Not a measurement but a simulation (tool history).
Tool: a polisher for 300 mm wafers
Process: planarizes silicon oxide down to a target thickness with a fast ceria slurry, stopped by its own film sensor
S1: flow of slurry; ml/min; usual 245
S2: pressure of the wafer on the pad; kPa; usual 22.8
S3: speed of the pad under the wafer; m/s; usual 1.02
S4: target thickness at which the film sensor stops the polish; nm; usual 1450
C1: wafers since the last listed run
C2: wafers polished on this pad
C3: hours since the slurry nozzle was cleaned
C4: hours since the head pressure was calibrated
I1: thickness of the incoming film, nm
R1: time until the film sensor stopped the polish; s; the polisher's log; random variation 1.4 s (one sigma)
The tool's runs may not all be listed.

run,hour,S1,S2,S3,S4,C1,C2,C3,C4,I1,R1
1,0,245,22.8,1.02,1450,0,1673,177.6,676.1,2907,102.9
2,39.3,245,22.8,1.02,1450,404,2077,216.9,715.4,2863,103.2
# hour 146.5: slurry nozzle cleaned
# hour 188: worn pad replaced by a new one
3,193.5,245,22.8,1.02,1450,1535,56,47,869.6,2880.8,95.7
4,264.7,295,22.8,1.2,1450,732,789,118.2,940.8,2844.6,84.6
5,385.4,295,22.8,1.2,1450,1241,2031,238.9,1061.5,2895.8,91.2
6,418.7,275,22.8,1.02,1119,342,2373,272.2,1094.8,2901.5,121.6
7,465.4,275,22.8,1.02,1119,480,2854,318.9,1141.5,2842.2,121.1
# hour 472.5: slurry nozzle cleaned
8,522.4,245,22.8,1.02,1450,576,3430,49.9,1198.5,2900.6,95.7
# hour 573.1: head pressure recalibrated
9,573.6,245,22.8,1.02,1450,506,3936,101.1,0.5,2837,94.6
# hour 595.6: worn pad replaced by a new one
10,618.2,245,29,1.02,1450,417,232,145.7,45.1,2849.5,78.1
11,642.6,245,17.9,1.26,1450,251,483,170.1,69.5,2901.9,109.8
12,684.6,245,17.9,1.26,1450,432,915,212.1,111.5,2924.9,112
13,743.7,245,17.9,1.26,1450,608,1523,271.2,170.6,2884,112.7
14,781.6,245,22.8,1.02,1450,389,1913,309.1,208.5,2867.8,99.1
# hour 827.2: slurry nozzle cleaned
15,852.2,245,22.8,1.02,1450,716,2629,25,279.1,2908.6,95.7
16,886.2,245,22.8,1.02,1450,349,2979,59,313.1,2905.7,97.2
17,920,245,29.6,1.02,1450,347,3327,92.8,346.9,2878.8,74.7
# hour 960.9: worn pad replaced by a new one
18,986.4,330,18.6,1.02,1450,642,261,159.2,413.3,2900.7,117
19,1010.4,245,22.8,1.02,1934,246,508,183.2,437.3,2929,68.9
20,1062.6,245,22.8,1.02,1450,537,1045,235.4,489.5,2917.4,102.6
21,1100.6,245,22.8,1.02,1450,390,1436,273.4,527.5,2880.9,104.1
22,1147.3,245,22.8,1.02,1450,480,1917,320.1,574.2,2923.3,104.8
# hour 1186.7: slurry nozzle cleaned
23,1210.5,200,29,1.02,1915,639,2557,23.8,637.4,2832.2,50.8
24,1244.6,245,19.3,1.02,1450,350,2908,57.9,671.5,2906.6,115.2
25,1273,300,17.2,1.02,1769,292,3200,86.3,699.9,2860.3,94.4
26,1317.8,245,22.8,1.02,1450,460,3661,131.1,744.7,2879.5,99.9
# hour 1329.9: worn pad replaced by a new one
27,1488.3,300,22.8,1.18,1450,1713,1629,301.6,915.2,2881.6,90.5
28,1530.2,245,22.8,1.02,1689,431,2060,343.5,957.1,2892.2,86.1
# hour 1563.4: slurry nozzle cleaned
29,1580.7,245,22.8,0.7,1450,509,2569,17.3,1007.6,2873,117.2
30,1630.6,165,19.3,1.02,1450,513,3083,67.2,1057.5,2942.4,122.7
31,1680.2,245,22.8,1.02,1934,510,3593,116.8,1107.1,2872.3,63.4
# hour 1700: worn pad replaced by a new one
# hour 1732.3: head pressure recalibrated
32,1735.3,270,22.8,1.02,1450,505,342,171.9,3,2888.3,99.6
33,1798.6,190,27.6,1.02,1450,651,993,235.2,66.3,2901,90.1

Forecast each of these 5 alternatives for the next run:
A,1799,245,24.8,1.02,1450,4,997,235.6,66.7,2897.7,?
B,1799,245,22.8,1.02,1130,4,997,235.6,66.7,2897.7,?
C,1799,195,22.8,1.02,1233,4,997,235.6,66.7,2897.7,?
D,1799,245,25.5,0.74,1450,4,997,235.6,66.7,2897.7,?
E,1799,325,22.8,1.18,1450,4,997,235.6,66.7,2897.7,?

run,R1
A,92.6
B,123
C,122.1
D,108.5
E,87.5
Without the tool's hidden state the same runs would have given:
run,R1
A,85.5
B,113.5
C,110.3
D,100.1
E,82.4
